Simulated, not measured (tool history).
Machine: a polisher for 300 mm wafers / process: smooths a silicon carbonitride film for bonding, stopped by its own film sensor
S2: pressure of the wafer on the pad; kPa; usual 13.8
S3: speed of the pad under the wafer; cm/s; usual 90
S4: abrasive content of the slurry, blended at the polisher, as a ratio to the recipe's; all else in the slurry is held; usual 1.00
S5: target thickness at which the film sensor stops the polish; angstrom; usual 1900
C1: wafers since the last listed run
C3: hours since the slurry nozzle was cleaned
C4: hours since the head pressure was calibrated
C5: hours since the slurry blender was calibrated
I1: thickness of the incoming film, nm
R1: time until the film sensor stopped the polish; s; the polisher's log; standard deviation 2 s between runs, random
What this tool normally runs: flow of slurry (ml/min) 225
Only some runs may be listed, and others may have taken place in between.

run 1 day=0.000 | flow_of_slurry_(ml/min)=225 S2=13.8 S3=90 S4=1.00 S5=1900 | C1=0 wafers_polished_on_this_pad=4043 C3=503.3 C4=984.9 C5=411.6 | I1=219.7 | R1=123.0
-- day=2.842 head pressure recalibrated
-- day=3.354 slurry nozzle cleaned
run 2 day=3.942 | flow_of_slurry_(ml/min)=225 S2=13.8 S3=90 S4=1.00 S5=1900 | C1=757 wafers_polished_on_this_pad=4800 C3=14.1 C4=26.4 C5=506.2 | I1=219.7 | R1=106.8
run 3 day=6.567 | flow_of_slurry_(ml/min)=225 S2=13.8 S3=90 S4=1.00 S5=1900 | C1=520 wafers_polished_on_this_pad=5321 C3=77.1 C4=89.4 C5=569.2 | I1=215.8 | R1=95.5
-- day=7.738 worn pad replaced by a new one
-- day=8.671 slurry blender recalibrated
run 4 day=11.508 | flow_of_slurry_(ml/min)=225 S2=13.8 S3=90 S4=1.00 S5=1900 | C1=930 wafers_polished_on_this_pad=731 C3=195.7 C4=208.0 C5=68.1 | I1=222.6 | R1=123.2
run 5 day=13.258 | flow_of_slurry_(ml/min)=225 S2=13.8 S3=90 S4=1.00 S5=1900 | C1=347 wafers_polished_on_this_pad=1078 C3=237.7 C4=250.0 C5=110.1 | I1=219.9 | R1=115.6
run 6 day=16.279 | flow_of_slurry_(ml/min)=225 S2=13.8 S3=90 S4=1.00 S5=1900 | C1=599 wafers_polished_on_this_pad=1678 C3=310.2 C4=322.5 C5=182.6 | I1=220.9 | R1=118.5
run 7 day=18.900 | flow_of_slurry_(ml/min)=225 S2=13.8 S3=90 S4=1.00 S5=1900 | C1=519 wafers_polished_on_this_pad=2197 C3=373.1 C4=385.4 C5=245.5 | I1=218.6 | R1=111.0
run 8 day=22.233 | flow_of_slurry_(ml/min)=225 S2=13.8 S3=90 S4=1.00 S5=1900 | C1=661 wafers_polished_on_this_pad=2859 C3=453.1 C4=465.4 C5=325.5 | I1=215.7 | R1=102.0
run 9 day=25.804 | flow_of_slurry_(ml/min)=225 S2=13.8 S3=90 S4=1.00 S5=1900 | C1=708 wafers_polished_on_this_pad=3567 C3=538.8 C4=551.1 C5=411.2 | I1=220.0 | R1=119.7
run 10 day=28.992 | flow_of_slurry_(ml/min)=225 S2=13.8 S3=90 S4=1.00 S5=1900 | C1=632 wafers_polished_on_this_pad=4199 C3=615.3 C4=627.6 C5=487.7 | I1=221.5 | R1=125.7
-- day=29.625 slurry nozzle cleaned
run 11 day=30.608 | flow_of_slurry_(ml/min)=225 S2=13.8 S3=90 S4=1.00 S5=1950 | C1=312 wafers_polished_on_this_pad=4512 C3=23.6 C4=666.4 C5=526.5 | I1=220.4 | R1=99.3
-- day=31.725 worn pad replaced by a new one, of another model than before
run 12 day=32.475 | flow_of_slurry_(ml/min)=225 S2=15.2 S3=90 S4=1.00 S5=1900 | C1=337 wafers_polished_on_this_pad=148 C3=68.4 C4=711.2 C5=571.3 | I1=221.5 | R1=115.2
-- day=33.412 slurry blender recalibrated
run 13 day=34.367 | flow_of_slurry_(ml/min)=225 S2=13.8 S3=102 S4=1.00 S5=1850 | C1=358 wafers_polished_on_this_pad=507 C3=113.8 C4=756.6 C5=22.9 | I1=216.9 | R1=119.5
run 14 day=37.933 | flow_of_slurry_(ml/min)=225 S2=13.8 S3=90 S4=1.00 S5=1900 | C1=707 wafers_polished_on_this_pad=1215 C3=199.4 C4=842.2 C5=108.5 | I1=221.3 | R1=123.1
run 15 day=40.117 | flow_of_slurry_(ml/min)=170 S2=10.3 S3=90 S4=1.00 S5=1900 | C1=433 wafers_polished_on_this_pad=1648 C3=251.8 C4=894.6 C5=160.9 | I1=218.7 | R1=144.7
run 16 day=42.879 | flow_of_slurry_(ml/min)=225 S2=13.8 S3=114 S4=1.25 S5=1810 | C1=548 wafers_polished_on_this_pad=2196 C3=318.1 C4=960.9 C5=227.2 | I1=220.9 | R1=127.6
-- day=43.775 head pressure recalibrated
run 17 day=47.046 | flow_of_slurry_(ml/min)=225 S2=17.2 S3=70 S4=1.00 S5=1980 | C1=810 wafers_polished_on_this_pad=3006 C3=418.1 C4=78.5 C5=327.2 | I1=221.5 | R1=85.4
run 18 day=48.583 | flow_of_slurry_(ml/min)=160 S2=11.7 S3=90 S4=1.00 S5=1940 | C1=305 wafers_polished_on_this_pad=3311 C3=455.0 C4=115.4 C5=364.1 | I1=217.7 | R1=107.0
run 19 day=50.167 | flow_of_slurry_(ml/min)=225 S2=13.8 S3=90 S4=1.20 S5=1900 | C1=314 wafers_polished_on_this_pad=3625 C3=493.0 C4=153.4 C5=402.1 | I1=219.2 | R1=102.8
run 20 day=53.596 | flow_of_slurry_(ml/min)=205 S2=13.8 S3=90 S4=1.00 S5=1990 | C1=680 wafers_polished_on_this_pad=4305 C3=575.3 C4=235.7 C5=484.4 | I1=220.4 | R1=79.9
run 21 day=56.083 | flow_of_slurry_(ml/min)=225 S2=13.8 S3=72 S4=1.00 S5=1860 | C1=493 wafers_polished_on_this_pad=4799 C3=635.0 C4=295.4 C5=544.1 | I1=220.4 | R1=147.8
-- day=58.042 slurry nozzle cleaned
run 22 day=60.104 | flow_of_slurry_(ml/min)=160 S2=11.7 S3=90 S4=1.00 S5=1940 | C1=789 wafers_polished_on_this_pad=5588 C3=49.5 C4=391.9 C5=640.6 | I1=218.0 | R1=108.2
-- day=60.508 worn pad replaced by a new one
-- day=62.675 slurry blender recalibrated
run 23 day=64.346 | flow_of_slurry_(ml/min)=225 S2=13.8 S3=100 S4=1.00 S5=1900 | C1=791 wafers_polished_on_this_pad=744 C3=151.3 C4=493.7 C5=40.1 | I1=220.2 | R1=112.8
run 24 day=65.925 | flow_of_slurry_(ml/min)=225 S2=13.8 S3=76 S4=1.00 S5=2000 | C1=313 wafers_polished_on_this_pad=1057 C3=189.2 C4=531.6 C5=78.0 | I1=221.6 | R1=91.7
run 25 day=69.004 | flow_of_slurry_(ml/min)=225 S2=13.8 S3=90 S4=1.00 S5=1900 | C1=610 wafers_polished_on_this_pad=1668 C3=263.1 C4=605.5 C5=151.9 | I1=220.1 | R1=117.6
run 26 day=78.496 | flow_of_slurry_(ml/min)=225 S2=13.8 S3=90 S4=1.00 S5=1900 | C1=1882 wafers_polished_on_this_pad=3551 C3=490.9 C4=833.3 C5=379.7 | I1=218.0 | R1=107.2
run 27 day=82.088 | flow_of_slurry_(ml/min)=225 S2=13.8 S3=114 S4=1.25 S5=1810 | C1=712 wafers_polished_on_this_pad=4264 C3=577.1 C4=919.5 C5=465.9 | I1=221.1 | R1=132.2
run 28 day=83.846 | flow_of_slurry_(ml/min)=225 S2=13.8 S3=90 S4=0.90 S5=1850 | C1=348 wafers_polished_on_this_pad=4612 C3=619.3 C4=961.7 C5=508.1 | I1=219.0 | R1=142.8
run 29 day=85.842 | flow_of_slurry_(ml/min)=245 S2=13.8 S3=64 S4=0.75 S5=1840 | C1=395 wafers_polished_on_this_pad=5008 C3=667.2 C4=1009.6 C5=556.0 | I1=216.4 | R1=164.8
-- day=86.242 slurry blender recalibrated
-- day=86.421 slurry nozzle cleaned
-- day=87.838 worn pad replaced by a new one
run 30 day=87.858 | flow_of_slurry_(ml/min)=225 S2=13.8 S3=90 S4=1.25 S5=1930 | C1=342 wafers_polished_on_this_pad=4 C3=34.5 C4=1058.0 C5=38.8 | I1=221.2 | R1=102.7
run 31 day=90.575 | flow_of_slurry_(ml/min)=225 S2=13.8 S3=70 S4=1.00 S5=1900 | C1=538 wafers_polished_on_this_pad=543 C3=99.7 C4=1123.2 C5=104.0 | I1=216.9 | R1=117.6

3 options for the next run, each taken on its own from the tool as it stands now. Forecast them:
run A day=90.596 | flow_of_slurry_(ml/min)=225 S2=13.8 S3=90 S4=1.00 S5=1900 | C1=4 wafers_polished_on_this_pad=547 C3=100.2 C4=1123.7 C5=104.5 | I1=222.0 | R1=?
run B day=90.596 | flow_of_slurry_(ml/min)=225 S2=13.8 S3=90 S4=0.85 S5=1900 | C1=4 wafers_polished_on_this_pad=547 C3=100.2 C4=1123.7 C5=104.5 | I1=222.0 | R1=?
run C day=90.596 | flow_of_slurry_(ml/min)=170 S2=13.8 S3=90 S4=1.00 S5=1900 | C1=4 wafers_polished_on_this_pad=547 C3=100.2 C4=1123.7 C5=104.5 | I1=222.0 | R1=?

run=A R1=126.6
run=B R1=134.7
run=C R1=132.6
Had the tool no hidden state, the same runs would have come out as:
run=A R1=118.8
run=B R1=126.4
run=C R1=124.4

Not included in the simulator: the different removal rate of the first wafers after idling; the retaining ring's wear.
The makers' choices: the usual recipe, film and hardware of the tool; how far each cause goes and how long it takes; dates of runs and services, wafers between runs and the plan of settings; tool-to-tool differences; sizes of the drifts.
